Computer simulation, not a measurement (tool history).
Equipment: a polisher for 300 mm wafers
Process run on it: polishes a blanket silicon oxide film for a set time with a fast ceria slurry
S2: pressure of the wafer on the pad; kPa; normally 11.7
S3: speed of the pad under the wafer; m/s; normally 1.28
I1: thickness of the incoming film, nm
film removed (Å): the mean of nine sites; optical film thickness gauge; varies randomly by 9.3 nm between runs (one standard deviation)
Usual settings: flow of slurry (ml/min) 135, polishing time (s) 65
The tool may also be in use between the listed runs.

Run 1, day 0: usual settings; I1 2898.6. Result: film removed (Å) 6255.
At day 0.112: worn pad replaced by a new one.
Run 2, day 0.375: usual settings; I1 2867.2. Result: film removed (Å) 6344.
Run 3, day 1.108: usual settings; I1 2846.7. Result: film removed (Å) 6263.
Run 4, day 1.775: usual settings; I1 2937.8. Result: film removed (Å) 6210.
At day 2.671: worn pad replaced by a new one.
Run 5, day 3.488: usual settings; I1 2883.6. Result: film removed (Å) 6071.
Run 6, day 4.083: usual settings; I1 2858.8. Result: film removed (Å) 6167.
Run 7, day 4.342: usual settings; I1 2871.5. Result: film removed (Å) 6057.
Run 8, day 4.596: usual settings; I1 2838.7. Result: film removed (Å) 6225.
Run 9, day 4.908: usual settings but S3 0.94 m/s, polishing time (s) 74; I1 2925.6. Result: film removed (Å) 5204.
At day 5.262: worn pad replaced by a new one.
Run 10, day 5.521: usual settings but S3 0.94 m/s, polishing time (s) 74; I1 2891.1. Result: film removed (Å) 5108.
Run 11, day 5.779: usual settings but S3 0.94 m/s, polishing time (s) 74; I1 2915.1. Result: film removed (Å) 4994.
At day 6.533: head pressure recalibrated.
Run 12, day 6.554: usual settings but polishing time (s) 83; I1 2917.8. Result: film removed (Å) 7611.
Run 13, day 6.938: usual settings but polishing time (s) 57; I1 2931.6. Result: film removed (Å) 5238.
Run 14, day 7.212: usual settings but flow of slurry (ml/min) 155, S2 8.3 kPa, S3 1.04 m/s, polishing time (s) 73; I1 2862. Result: film removed (Å) 4415.
At day 7.317: slurry nozzle cleaned.
Run 15, day 7.708: usual settings but S3 1.68 m/s; I1 2856.9. Result: film removed (Å) 8875.
At day 8.108: worn pad replaced by a new one.
Run 16, day 8.129: usual settings; I1 2880.4. Result: film removed (Å) 6706.
Run 17, day 8.717: usual settings; I1 2855. Result: film removed (Å) 6689.
Run 18, day 9.304: usual settings but flow of slurry (ml/min) 165, S3 1.14 m/s, polishing time (s) 56; I1 2886. Result: film removed (Å) 5436.
Run 19, day 9.796: usual settings; I1 2918.8. Result: film removed (Å) 6774.
Run 20, day 10.125: usual settings but flow of slurry (ml/min) 150, S3 1.06 m/s, polishing time (s) 81; I1 2877.8. Result: film removed (Å) 7228.
Run 21, day 10.846: usual settings; I1 2896.1. Result: film removed (Å) 6674.
At day 11.071: worn pad replaced by a new one.
Run 22, day 11.308: usual settings; I1 2871.3. Result: film removed (Å) 6754.
Run 23, day 11.738: usual settings but flow of slurry (ml/min) 100, S2 15.2 kPa, polishing time (s) 81; I1 2895.2. Result: film removed (Å) 9265.
Run 24, day 12.246: usual settings but flow of slurry (ml/min) 160, polishing time (s) 59; I1 2928.6. Result: film removed (Å) 6401.
Run 25, day 12.888: usual settings but flow of slurry (ml/min) 175, S2 9.7 kPa; I1 2875.6. Result: film removed (Å) 6031.

Here are 4 independent what-if runs from the current tool condition. What would each one return?
Run A, day 12.904: usual settings; I1 2875.1. Result: film removed (Å) ?.
Run B, day 12.904: usual settings but flow of slurry (ml/min) 170, S3 1.5 m/s, polishing time (s) 80; I1 2875.1. Result: film removed (Å) ?.
Run C, day 12.904: usual settings but polishing time (s) 78; I1 2875.1. Result: film removed (Å) ?.
Run D, day 12.904: usual settings but flow of slurry (ml/min) 105; I1 2875.1. Result: film removed (Å) ?.

run  film removed (Å)
  A              6680
  B             10105
  C              8016
  D              6242
Without the tool's unlogged condition, the same runs would have read:
run  film removed (Å)
  A              6859
  B             10320
  C              8231
  D              6459

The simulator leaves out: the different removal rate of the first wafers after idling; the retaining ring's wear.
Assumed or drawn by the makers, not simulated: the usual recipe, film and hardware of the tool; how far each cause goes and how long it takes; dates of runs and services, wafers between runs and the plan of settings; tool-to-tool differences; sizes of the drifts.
